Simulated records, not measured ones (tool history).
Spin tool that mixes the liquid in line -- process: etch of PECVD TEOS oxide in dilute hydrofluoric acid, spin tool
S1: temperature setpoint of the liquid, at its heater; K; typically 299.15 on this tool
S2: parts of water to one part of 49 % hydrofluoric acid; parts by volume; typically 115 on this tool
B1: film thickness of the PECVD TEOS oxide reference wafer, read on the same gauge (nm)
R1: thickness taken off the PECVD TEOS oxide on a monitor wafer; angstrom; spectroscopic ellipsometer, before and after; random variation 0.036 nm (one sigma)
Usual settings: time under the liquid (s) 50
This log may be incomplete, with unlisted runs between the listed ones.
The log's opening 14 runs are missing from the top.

At day 48.912: hydrofluoric acid flow meter replaced.
Run 15, day 50.492: usual settings but S1 294.65 K, S2 155 parts by volume; B1 30.00. Result: R1 53.4 angstrom.
Run 16, day 52.812: usual settings but S2 135 parts by volume; B1 29.98. Result: R1 74.9 angstrom.
At day 54.546: gauge calibrated.
Run 17, day 56.971: usual settings but S1 302.15 K, time under the liquid (s) 35; B1 30.02. Result: R1 70.5 angstrom.
Run 18, day 58.558: usual settings but time under the liquid (s) 75; B1 30.02. Result: R1 135.1 angstrom.
At day 61.879: thermometer replaced.
Run 19, day 61.900: usual settings but S1 303.65 K; B1 30.00. Result: R1 102.0 angstrom.
Run 20, day 66.204: usual settings but S1 304.15 K, S2 160 parts by volume, time under the liquid (s) 65; B1 30.00. Result: R1 90.8 angstrom.
Run 21, day 69.846: usual settings but S1 297.15 K, S2 155 parts by volume; B1 30.00. Result: R1 56.1 angstrom.
At day 71.462: hydrofluoric acid flow meter replaced.
Run 22, day 72.329: usual settings but S1 303.65 K, S2 60 parts by volume, time under the liquid (s) 25; B1 30.02. Result: R1 108.9 angstrom.
Run 23, day 75.983: usual settings; B1 29.99. Result: R1 87.8 angstrom.
Run 24, day 79.800: usual settings; B1 29.99. Result: R1 86.9 angstrom.
Run 25, day 83.862: usual settings but S1 304.15 K; B1 30.01. Result: R1 105.4 angstrom.
Run 26, day 87.388: usual settings but S1 303.15 K, time under the liquid (s) 65; B1 29.99. Result: R1 132.7 angstrom.
Run 27, day 89.629: usual settings; B1 30.01. Result: R1 87.3 angstrom.
Run 28, day 94.083: usual settings but S1 295.15 K, S2 165 parts by volume, time under the liquid (s) 80; B1 30.00. Result: R1 78.5 angstrom.
At day 94.404: hydrofluoric acid flow meter replaced.
Run 29, day 98.383: usual settings but S1 296.15 K, S2 65 parts by volume, time under the liquid (s) 65; B1 29.97. Result: R1 195.2 angstrom.
Run 30, day 101.904: usual settings; B1 30.00. Result: R1 89.7 angstrom.
Run 31, day 106.371: usual settings but S1 302.15 K, S2 165 parts by volume, time under the liquid (s) 30; B1 30.01. Result: R1 39.0 angstrom.
Run 32, day 108.033: usual settings but S1 294.65 K, S2 165 parts by volume; B1 30.02. Result: R1 49.3 angstrom.

Below are 5 alternative next runs, each starting from the tool's condition after run 32. Predict each:
Run A, day 108.050: usual settings but S1 301.15 K; B1 ?. Result: R1 ?.
Run B, day 108.050: usual settings but S1 302.65 K, S2 80 parts by volume, time under the liquid (s) 60; B1 ?. Result: R1 ?.
Run C, day 108.050: usual settings but time under the liquid (s) 65; B1 ?. Result: R1 ?.
Run D, day 108.050: usual settings but time under the liquid (s) 25; B1 ?. Result: R1 ?.
Run E, day 108.050: usual settings but S1 301.15 K, S2 60 parts by volume, time under the liquid (s) 60; B1 ?. Result: R1 ?.

run     B1     R1
  A  29.97   96.6
  B  29.97  185.3
  C  29.97  116.4
  D  29.97   44.8
  E  29.97  240.3
Take away the tool's hidden state, keep each run's random variation, and the runs would have read:
run     R1
  A   94.6
  B  181.4
  C  114.0
  D   43.8
  E  234.8
